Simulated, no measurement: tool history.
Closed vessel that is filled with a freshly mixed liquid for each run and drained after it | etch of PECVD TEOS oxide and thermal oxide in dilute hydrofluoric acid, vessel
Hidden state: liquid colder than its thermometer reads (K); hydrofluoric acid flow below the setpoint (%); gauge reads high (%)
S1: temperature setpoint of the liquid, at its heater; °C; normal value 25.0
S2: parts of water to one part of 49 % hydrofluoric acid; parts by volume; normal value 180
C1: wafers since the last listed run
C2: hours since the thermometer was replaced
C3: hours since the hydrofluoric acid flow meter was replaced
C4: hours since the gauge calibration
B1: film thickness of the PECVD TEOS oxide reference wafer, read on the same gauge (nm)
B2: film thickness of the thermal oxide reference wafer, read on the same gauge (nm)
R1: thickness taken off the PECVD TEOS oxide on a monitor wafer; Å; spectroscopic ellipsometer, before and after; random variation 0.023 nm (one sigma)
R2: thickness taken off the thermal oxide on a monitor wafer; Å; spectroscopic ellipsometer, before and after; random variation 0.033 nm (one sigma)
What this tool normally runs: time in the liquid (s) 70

{"run": 1, "hour": 0.0, "S1": 29.0, "S2": 215, "time in the liquid (s)": 70, "C1": 0, "C2": 1342.4, "C3": 535.3, "C4": 892.2, "B1": 71.8, "B2": 102.525, "R1": 63.4, "R2": 16.93}
{"run": 2, "hour": 31.9, "S1": 25.0, "S2": 180, "time in the liquid (s)": 70, "C1": 4111, "C2": 1374.3, "C3": 567.2, "C4": 924.1, "B1": 71.77, "B2": 102.545, "R1": 68.6, "R2": 18.46}
{"run": 3, "hour": 75.9, "S1": 25.0, "S2": 180, "time in the liquid (s)": 70, "C1": 5670, "C2": 1418.3, "C3": 611.2, "C4": 968.1, "B1": 71.81, "B2": 102.56, "R1": 68.9, "R2": 18.8}
{"run": 4, "hour": 110.7, "S1": 25.0, "S2": 180, "time in the liquid (s)": 70, "C1": 4485, "C2": 1453.1, "C3": 646.0, "C4": 1002.9, "B1": 71.8, "B2": 102.613, "R1": 69.0, "R2": 18.48}
{"run": 5, "hour": 163.6, "S1": 25.0, "S2": 180, "time in the liquid (s)": 70, "C1": 6817, "C2": 1506.0, "C3": 698.9, "C4": 1055.8, "B1": 71.82, "B2": 102.611, "R1": 69.1, "R2": 18.49}
{"run": 6, "hour": 196.6, "S1": 25.0, "S2": 180, "time in the liquid (s)": 70, "C1": 4253, "C2": 1539.0, "C3": 731.9, "C4": 1088.8, "B1": 71.85, "B2": 102.634, "R1": 69.1, "R2": 18.97}
{"hour": 203.0, "done": "hydrofluoric acid flow meter replaced"}
{"run": 7, "hour": 256.6, "S1": 25.0, "S2": 180, "time in the liquid (s)": 70, "C1": 7603, "C2": 1599.0, "C3": 53.6, "C4": 1148.8, "B1": 71.86, "B2": 102.672, "R1": 68.6, "R2": 18.78}
{"run": 8, "hour": 285.3, "S1": 25.0, "S2": 205, "time in the liquid (s)": 70, "C1": 3698, "C2": 1627.7, "C3": 82.3, "C4": 1177.5, "B1": 71.85, "B2": 102.651, "R1": 58.7, "R2": 16.01}
{"hour": 310.6, "done": "gauge calibrated"}
{"run": 9, "hour": 322.1, "S1": 25.0, "S2": 180, "time in the liquid (s)": 70, "C1": 4742, "C2": 1664.5, "C3": 119.1, "C4": 11.5, "B1": 70.3, "B2": 100.48, "R1": 67.4, "R2": 18.78}
{"run": 10, "hour": 350.0, "S1": 25.0, "S2": 180, "time in the liquid (s)": 70, "C1": 3595, "C2": 1692.4, "C3": 147.0, "C4": 39.4, "B1": 70.49, "B2": 100.678, "R1": 67.7, "R2": 18.27}
{"run": 11, "hour": 401.5, "S1": 25.0, "S2": 180, "time in the liquid (s)": 70, "C1": 6637, "C2": 1743.9, "C3": 198.5, "C4": 90.9, "B1": 70.69, "B2": 101.026, "R1": 68.0, "R2": 18.46}
{"run": 12, "hour": 426.3, "S1": 25.0, "S2": 180, "time in the liquid (s)": 70, "C1": 3196, "C2": 1768.7, "C3": 223.3, "C4": 115.7, "B1": 70.8, "B2": 101.164, "R1": 68.0, "R2": 17.76}
{"run": 13, "hour": 460.3, "S1": 25.0, "S2": 180, "time in the liquid (s)": 70, "C1": 4381, "C2": 1802.7, "C3": 257.3, "C4": 149.7, "B1": 70.94, "B2": 101.383, "R1": 67.8, "R2": 18.14}
{"run": 14, "hour": 517.6, "S1": 25.0, "S2": 180, "time in the liquid (s)": 70, "C1": 7384, "C2": 1860.0, "C3": 314.6, "C4": 207.0, "B1": 71.14, "B2": 101.671, "R1": 68.2, "R2": 18.12}
{"run": 15, "hour": 567.2, "S1": 21.5, "S2": 255, "time in the liquid (s)": 70, "C1": 6392, "C2": 1909.6, "C3": 364.2, "C4": 256.6, "B1": 71.29, "B2": 101.847, "R1": 39.2, "R2": 10.55}
{"run": 16, "hour": 614.4, "S1": 30.0, "S2": 180, "time in the liquid (s)": 70, "C1": 6083, "C2": 1956.8, "C3": 411.4, "C4": 303.8, "B1": 71.43, "B2": 102.041, "R1": 81.8, "R2": 22.31}
{"run": 17, "hour": 643.4, "S1": 25.0, "S2": 180, "time in the liquid (s)": 70, "C1": 3737, "C2": 1985.8, "C3": 440.4, "C4": 332.8, "B1": 71.5, "B2": 102.146, "R1": 68.5, "R2": 18.57}
{"run": 18, "hour": 693.4, "S1": 21.0, "S2": 230, "time in the liquid (s)": 55, "C1": 6444, "C2": 2035.8, "C3": 490.4, "C4": 382.8, "B1": 71.6, "B2": 102.298, "R1": 34.3, "R2": 9.37}
{"run": 19, "hour": 745.3, "S1": 25.0, "S2": 180, "time in the liquid (s)": 70, "C1": 6688, "C2": 2087.7, "C3": 542.3, "C4": 434.7, "B1": 71.72, "B2": 102.428, "R1": 69.2, "R2": 18.75}
{"hour": 772.1, "done": "thermometer replaced"}
{"run": 20, "hour": 801.3, "S1": 21.0, "S2": 230, "time in the liquid (s)": 95, "C1": 7088, "C2": 29.2, "C3": 598.3, "C4": 490.7, "B1": 71.8, "B2": 102.571, "R1": 59.7, "R2": 16.02}
{"hour": 846.3, "done": "hydrofluoric acid flow meter replaced"}
{"run": 21, "hour": 865.7, "S1": 25.0, "S2": 180, "time in the liquid (s)": 70, "C1": 8171, "C2": 93.6, "C3": 19.4, "C4": 555.1, "B1": 71.91, "B2": 102.707, "R1": 68.4, "R2": 17.9}
{"run": 22, "hour": 915.1, "S1": 20.5, "S2": 240, "time in the liquid (s)": 30, "C1": 6366, "C2": 143.0, "C3": 68.8, "C4": 604.5, "B1": 71.98, "B2": 102.788, "R1": 17.5, "R2": 4.75}
{"run": 23, "hour": 958.1, "S1": 27.0, "S2": 120, "time in the liquid (s)": 90, "C1": 5541, "C2": 186.0, "C3": 111.8, "C4": 647.5, "B1": 71.97, "B2": 102.846, "R1": 154.2, "R2": 41.86}
{"run": 24, "hour": 1010.4, "S1": 28.0, "S2": 235, "time in the liquid (s)": 105, "C1": 6740, "C2": 238.3, "C3": 164.1, "C4": 699.8, "B1": 72.06, "B2": 102.925, "R1": 83.5, "R2": 22.81}
{"run": 25, "hour": 1057.7, "S1": 25.0, "S2": 180, "time in the liquid (s)": 70, "C1": 6096, "C2": 285.6, "C3": 211.4, "C4": 747.1, "B1": 72.11, "B2": 102.976, "R1": 69.4, "R2": 19.07}
{"run": 26, "hour": 1123.6, "S1": 25.0, "S2": 110, "time in the liquid (s)": 105, "C1": 8493, "C2": 351.5, "C3": 277.3, "C4": 813.0, "B1": 72.15, "B2": 103.055, "R1": 184.0, "R2": 48.31}
{"run": 27, "hour": 1163.2, "S1": 25.0, "S2": 100, "time in the liquid (s)": 70, "C1": 5103, "C2": 391.1, "C3": 316.9, "C4": 852.6, "B1": 72.16, "B2": 103.068, "R1": 136.5, "R2": 37.38}

Predict each of these 3 candidate next runs independently; none follows another, all start after run 27:
{"run": "A", "hour": 1163.9, "S1": 28.5, "S2": 180, "time in the liquid (s)": 70, "C1": 90, "C2": 391.8, "C3": 317.6, "C4": 853.3, "B1": "?", "B2": "?", "R1": "?", "R2": "?"}
{"run": "B", "hour": 1163.9, "S1": 25.0, "S2": 255, "time in the liquid (s)": 70, "C1": 90, "C2": 391.8, "C3": 317.6, "C4": 853.3, "B1": "?", "B2": "?", "R1": "?", "R2": "?"}
{"run": "C", "hour": 1163.9, "S1": 21.5, "S2": 180, "time in the liquid (s)": 95, "C1": 90, "C2": 391.8, "C3": 317.6, "C4": 853.3, "B1": "?", "B2": "?", "R1": "?", "R2": "?"}

run=A B1=72.13 B2=103.065 R1=78.4 R2=21.67
run=B B1=72.13 B2=103.065 R1=44.9 R2=12.42
run=C B1=72.13 B2=103.065 R1=82.1 R2=22.69
Take away the tool's hidden state, keep each run's random variation, and the runs would have read:
run=A R1=76.0 R2=21.02
run=B R1=43.6 R2=12.05
run=C R1=79.6 R2=22.01

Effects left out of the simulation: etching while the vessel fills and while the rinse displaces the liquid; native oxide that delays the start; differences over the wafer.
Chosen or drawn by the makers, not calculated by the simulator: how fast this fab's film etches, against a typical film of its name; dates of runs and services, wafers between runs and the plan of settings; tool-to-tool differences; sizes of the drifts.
